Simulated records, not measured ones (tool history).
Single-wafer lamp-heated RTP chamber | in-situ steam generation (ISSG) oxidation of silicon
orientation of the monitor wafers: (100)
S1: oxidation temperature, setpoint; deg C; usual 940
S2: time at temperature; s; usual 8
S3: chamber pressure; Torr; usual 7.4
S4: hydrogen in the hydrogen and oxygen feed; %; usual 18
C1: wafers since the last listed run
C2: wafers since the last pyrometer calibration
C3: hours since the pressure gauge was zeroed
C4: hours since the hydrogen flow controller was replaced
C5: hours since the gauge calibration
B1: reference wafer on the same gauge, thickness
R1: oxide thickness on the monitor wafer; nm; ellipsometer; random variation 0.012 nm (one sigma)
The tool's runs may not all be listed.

| run | hour | S1 | S2 | S3 | S4 | C1 | C2 | C3 | C4 | C5 | B1 | R1 |
|---|---|---|---|---|---|---|---|---|---|---|---|---|
| 1 | 0 | 940 | 8 | 7.4 | 18 | 0 | 1035 | 3767.8 | 1463.8 | 1025 | 2.75 | 3.133 |
|  | 28.5 | gauge calibrated |
| 2 | 56.3 | 940 | 8 | 7.4 | 18 | 366 | 1401 | 3824.1 | 1520.1 | 27.8 | 2.823 | 3.21 |
| 3 | 154.4 | 940 | 8 | 7.4 | 18 | 638 | 2040 | 3922.2 | 1618.2 | 125.9 | 2.819 | 3.205 |
| 4 | 261 | 940 | 8 | 6.9 | 18 | 693 | 2733 | 4028.8 | 1724.8 | 232.5 | 2.817 | 3.181 |
| 5 | 328.4 | 940 | 8 | 6.9 | 18 | 438 | 3171 | 4096.2 | 1792.2 | 299.9 | 2.814 | 3.205 |
|  | 342.3 | pyrometer window cleaned and pyrometer calibrated |
| 6 | 369.4 | 940 | 8 | 6.9 | 18 | 214 | 176 | 4137.2 | 1833.2 | 340.9 | 2.814 | 3.16 |
| 7 | 407.3 | 940 | 8 | 7.4 | 18 | 246 | 423 | 4175.1 | 1871.1 | 378.8 | 2.811 | 3.182 |
| 8 | 500.6 | 940 | 8 | 7.4 | 18 | 606 | 1030 | 4268.4 | 1964.4 | 472.1 | 2.807 | 3.187 |
| 9 | 547.2 | 940 | 8 | 7.4 | 18 | 303 | 1333 | 4315 | 2011 | 518.7 | 2.806 | 3.2 |
|  | 764.2 | pyrometer window cleaned and pyrometer calibrated |
| 10 | 846.7 | 925 | 8 | 8 | 18 | 1896 | 536 | 4614.5 | 2310.5 | 818.2 | 2.779 | 3.103 |
|  | 936.6 | pressure gauge zeroed |
| 11 | 952.9 | 925 | 8 | 8 | 18 | 638 | 1175 | 16.3 | 2416.7 | 924.4 | 2.765 | 3.044 |
| 12 | 1015 | 927 | 6 | 6.9 | 18 | 403 | 1579 | 78.4 | 2478.8 | 986.5 | 2.758 | 2.773 |
| 13 | 1056.6 | 923 | 5 | 7.4 | 18 | 270 | 1850 | 120 | 2520.4 | 1028.1 | 2.749 | 2.616 |
|  | 1067.1 | gauge calibrated |
| 14 | 1149.7 | 947 | 8 | 7.4 | 22 | 605 | 2455 | 213.1 | 2613.5 | 82.6 | 2.84 | 3.453 |
| 15 | 1232.1 | 940 | 10 | 7.4 | 28 | 536 | 2991 | 295.5 | 2695.9 | 165 | 2.839 | 3.952 |
|  | 1271 | pyrometer window cleaned and pyrometer calibrated |
| 16 | 1286.7 | 921 | 9 | 6.9 | 24 | 303 | 102 | 350.1 | 2750.5 | 219.6 | 2.841 | 3.493 |
| 17 | 1341.3 | 940 | 8 | 7.4 | 18 | 355 | 457 | 404.7 | 2805.1 | 274.2 | 2.835 | 3.225 |
|  | 1360.7 | hydrogen flow controller replaced |
| 18 | 1441.5 | 940 | 8 | 7.4 | 18 | 599 | 1057 | 504.9 | 80.8 | 374.4 | 2.83 | 3.22 |
| 19 | 1539.7 | 940 | 8 | 6.9 | 27 | 638 | 1695 | 603.1 | 179 | 472.6 | 2.824 | 3.592 |
| 20 | 1599.6 | 940 | 11 | 7.4 | 22 | 389 | 2085 | 663 | 238.9 | 532.5 | 2.821 | 3.791 |
| 21 | 1644.2 | 923 | 5 | 7.4 | 18 | 290 | 2375 | 707.6 | 283.5 | 577.1 | 2.817 | 2.661 |
| 22 | 1686.1 | 921 | 11 | 6.9 | 18 | 272 | 2648 | 749.5 | 325.4 | 619 | 2.816 | 3.403 |
|  | 1756.9 | pyrometer window cleaned and pyrometer calibrated |
| 23 | 1771.5 | 940 | 8 | 8 | 18 | 503 | 95 | 834.9 | 410.8 | 704.4 | 2.807 | 3.22 |

Forecast each of these 5 alternatives for the next run:
| A | 1771.9 | 940 | 8 | 7.4 | 11 | 2 | 97 | 835.3 | 411.2 | 704.8 | ? | ? |
| B | 1771.9 | 932 | 6 | 7.4 | 11 | 2 | 97 | 835.3 | 411.2 | 704.8 | ? | ? |
| C | 1771.9 | 947 | 5 | 8.3 | 18 | 2 | 97 | 835.3 | 411.2 | 704.8 | ? | ? |
| D | 1771.9 | 932 | 6 | 7.4 | 21 | 2 | 97 | 835.3 | 411.2 | 704.8 | ? | ? |
| E | 1771.9 | 949 | 5 | 8.7 | 27 | 2 | 97 | 835.3 | 411.2 | 704.8 | ? | ? |

| run | B1 | R1 |
|---|---|---|
| A | 2.811 | 2.823 |
| B | 2.811 | 2.513 |
| C | 2.811 | 2.74 |
| D | 2.811 | 2.973 |
| E | 2.811 | 3.065 |
Without the tool's hidden state the same runs would have given:
| run | R1 |
|---|---|
| A | 2.835 |
| B | 2.525 |
| C | 2.752 |
| D | 2.987 |
| E | 3.079 |
